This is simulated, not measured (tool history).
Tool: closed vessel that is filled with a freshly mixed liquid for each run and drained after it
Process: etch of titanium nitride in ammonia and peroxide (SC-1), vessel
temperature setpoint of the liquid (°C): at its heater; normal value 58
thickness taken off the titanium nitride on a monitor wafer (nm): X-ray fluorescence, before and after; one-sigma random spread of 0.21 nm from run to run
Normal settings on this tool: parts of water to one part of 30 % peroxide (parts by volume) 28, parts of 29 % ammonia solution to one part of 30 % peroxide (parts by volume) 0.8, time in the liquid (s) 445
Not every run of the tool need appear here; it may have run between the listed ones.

run,hour,temperature setpoint of the liquid (°C),parts of water to one part of 30 % peroxide (parts by volume),parts of 29 % ammonia solution to one part of 30 % peroxide (parts by volume),time in the liquid (s),wafers since the last listed run,hours since the thermometer was replaced,hours since the ammonia flow meter was replaced,hours since the drum of ammonia solution was connected,hours since the gauge calibration,"read-back film thickness of the titanium nitride reference wafer, read on the same gauge (nm)",thickness taken off the titanium nitride on a monitor wafer (nm)
1,0,58,28,0.8,445,0,465.7,445,540.9,52.9,39.98,22.48
2,17.6,58,28,0.8,445,1275,483.3,462.6,558.5,70.5,40.01,22.65
3,49.5,58,28,0.8,445,2311,515.2,494.5,590.4,102.4,39.99,22.25
4,83.2,58,32,0.8,445,2441,548.9,528.2,624.1,136.1,40.01,20.47
5,96.8,58,32,0.8,445,985,562.5,541.8,637.7,149.7,40.01,20.16
6,120.7,58,32,0.8,445,1731,586.4,565.7,661.6,173.6,40,20.14
7,145.8,58,28,0.8,445,1818,611.5,590.8,686.7,198.7,40,21.93
8,158.6,58,28,0.8,445,927,624.3,603.6,699.5,211.5,40,21.7
# hour 163.4: ammonia flow meter replaced
9,192.9,55,28,0.8,445,2412,658.6,29.5,733.8,245.8,40.01,17.63
# hour 207: new drum of ammonia solution connected
# hour 207.4: gauge calibrated
10,212.4,58,28,0.8,445,1340,678.1,49,5.4,5,40.02,21.42
11,237.5,52.5,22,1,580,1818,703.2,74.1,30.5,30.1,39.99,23.09
12,272.6,64,28,0.8,200,2543,738.3,109.2,65.6,65.2,39.99,14.23
# hour 302: thermometer replaced
13,304.2,50.5,23,0.95,580,2216,2.2,140.8,97.2,96.8,40.01,21.58
14,331,58,28,0.8,445,1941,29,167.6,124,123.6,40.02,24.01
15,351.5,58,28,0.7,205,1485,49.5,188.1,144.5,144.1,39.99,10.84
16,383.5,54,28,0.6,200,2318,81.5,220.1,176.5,176.1,40.02,7.83
17,409.3,55,33.5,0.8,650,1869,107.3,245.9,202.3,201.9,40.01,25.64
18,435.1,58,35.5,1.15,445,1869,133.1,271.7,228.1,227.7,39.98,22.47
19,470.7,64,28,0.8,445,2579,168.7,307.3,263.7,263.3,40.01,34.56
20,488.8,58,28,0.45,610,1311,186.8,325.4,281.8,281.4,40,28.77
# hour 501: gauge calibrated
21,509.9,58,28,0.8,445,1528,207.9,346.5,302.9,8.9,40,23.31

Take each entry between the runs: how does the hidden state at the last listed run before it differ from the hidden state at the first listed run after it?
Between runs 8 and 9: ammonia flow meter replaced (hour 163.4)
  liquid colder than its thermometer reads (K): 1.65 -> 1.74
  measured value less the no-hidden-state value, thickness taken off the titanium nitride on a monitor wafer (nm): -2.53 -> -2.21
Between runs 9 and 10: new drum of ammonia solution connected (hour 207); gauge calibrated (hour 207.4)
  liquid colder than its thermometer reads (K): 1.74 -> 1.79
  measured value less the no-hidden-state value, thickness taken off the titanium nitride on a monitor wafer (nm): -2.21 -> -2.71
Between runs 12 and 13: thermometer replaced (hour 302)
  liquid colder than its thermometer reads (K): 1.95 -> 0.0403
  measured value less the no-hidden-state value, thickness taken off the titanium nitride on a monitor wafer (nm): -1.9 -> -0.06
Between runs 20 and 21: gauge calibrated (hour 501)
  liquid colder than its thermometer reads (K): 0.525 -> 0.581
  measured value less the no-hidden-state value, thickness taken off the titanium nitride on a monitor wafer (nm): -1.04 -> -0.92
